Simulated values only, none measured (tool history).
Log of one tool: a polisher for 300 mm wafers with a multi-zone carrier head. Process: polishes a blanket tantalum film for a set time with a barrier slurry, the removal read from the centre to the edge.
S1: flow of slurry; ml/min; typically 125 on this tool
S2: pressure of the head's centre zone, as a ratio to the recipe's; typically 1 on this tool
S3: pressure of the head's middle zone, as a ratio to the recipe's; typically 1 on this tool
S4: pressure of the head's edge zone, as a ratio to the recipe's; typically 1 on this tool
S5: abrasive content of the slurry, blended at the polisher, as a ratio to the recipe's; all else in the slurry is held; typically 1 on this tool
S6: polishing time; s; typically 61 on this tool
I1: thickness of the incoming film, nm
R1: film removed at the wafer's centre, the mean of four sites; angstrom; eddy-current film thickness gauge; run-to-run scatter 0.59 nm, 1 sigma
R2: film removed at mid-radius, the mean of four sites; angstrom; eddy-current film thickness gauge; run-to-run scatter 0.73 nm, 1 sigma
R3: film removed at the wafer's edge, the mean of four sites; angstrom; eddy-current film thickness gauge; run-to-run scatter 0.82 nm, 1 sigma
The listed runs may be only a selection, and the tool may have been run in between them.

run 1 hour=0 | S1=125 S2=1 S3=1 S4=1 S5=1 S6=48 | I1=343.2 | R1=599 R2=548 R3=565
-- hour=11.6 edge zone pressure recalibrated
run 2 hour=59.2 | S1=125 S2=1 S3=1 S4=1 S5=1 S6=48 | I1=337.5 | R1=591 R2=552 R3=559
run 3 hour=124.7 | S1=125 S2=1 S3=1 S4=1 S5=1 S6=48 | I1=338.9 | R1=590 R2=546 R3=561
-- hour=210.8 worn pad replaced by a new one
run 4 hour=222.3 | S1=125 S2=1 S3=1 S4=1 S5=1 S6=61 | I1=334.5 | R1=745 R2=707 R3=716
run 5 hour=302.7 | S1=125 S2=1 S3=1 S4=1 S5=1 S6=61 | I1=340.8 | R1=755 R2=708 R3=702
-- hour=406.4 worn pad replaced by a new one
run 6 hour=406.9 | S1=125 S2=1 S3=1 S4=1 S5=1 S6=61 | I1=341.3 | R1=762 R2=707 R3=719
run 7 hour=467.1 | S1=125 S2=1 S3=1 S4=1 S5=1 S6=61 | I1=337.1 | R1=748 R2=692 R3=717
run 8 hour=514.4 | S1=125 S2=1 S3=1 S4=1 S5=1 S6=61 | I1=340.7 | R1=764 R2=691 R3=701
-- hour=518.7 centre zone pressure recalibrated
-- hour=531.2 carrier head's membrane replaced by a new one
-- hour=566 slurry nozzle cleaned
run 9 hour=600.4 | S1=125 S2=1 S3=1 S4=1 S5=1 S6=61 | I1=332.7 | R1=688 R2=688 R3=717
-- hour=611.3 worn pad replaced by a new one
run 10 hour=645.6 | S1=125 S2=1 S3=1 S4=1 S5=1.2 S6=61 | I1=338.7 | R1=709 R2=728 R3=737
run 11 hour=726.9 | S1=125 S2=0.93 S3=1 S4=1 S5=1 S6=61 | I1=342 | R1=645 R2=695 R3=699
-- hour=774.7 edge zone pressure recalibrated
-- hour=834.8 worn pad replaced by a new one
run 12 hour=872.1 | S1=125 S2=1 S3=1 S4=0.95 S5=1 S6=75 | I1=340.9 | R1=853 R2=856 R3=833
run 13 hour=913.2 | S1=125 S2=1.11 S3=0.96 S4=1 S5=1 S6=53 | I1=335.3 | R1=664 R2=592 R3=603
run 14 hour=955.8 | S1=125 S2=1 S3=0.91 S4=1 S5=1 S6=61 | I1=338 | R1=696 R2=646 R3=715
run 15 hour=1002.4 | S1=125 S2=0.91 S3=1.09 S4=0.9 S5=1 S6=61 | I1=341.4 | R1=637 R2=754 R3=678
run 16 hour=1040.8 | S1=125 S2=1 S3=0.95 S4=0.88 S5=1 S6=67 | I1=338.3 | R1=779 R2=752 R3=739

Below are 4 alternative next runs, each starting from the tool's condition after run 16. Predict each:
run A hour=1041.2 | S1=125 S2=1 S3=1 S4=1 S5=1 S6=61 | I1=340.2 | R1=? R2=? R3=?
run B hour=1041.2 | S1=125 S2=1 S3=1 S4=1 S5=1.1 S6=61 | I1=340.2 | R1=? R2=? R3=?
run C hour=1041.2 | S1=125 S2=1 S3=1 S4=1 S5=1 S6=41 | I1=340.2 | R1=? R2=? R3=?
run D hour=1041.2 | S1=125 S2=1 S3=1 S4=1.05 S5=1 S6=78 | I1=340.2 | R1=? R2=? R3=?

run=A R1=707 R2=696 R3=711
run=B R1=718 R2=707 R3=722
run=C R1=475 R2=468 R3=478
run=D R1=904 R2=890 R3=931
What these runs would have given with no unlogged condition in the tool:
run=A R1=698 R2=696 R3=711
run=B R1=709 R2=707 R3=722
run=C R1=469 R2=468 R3=478
run=D R1=892 R2=890 R3=931
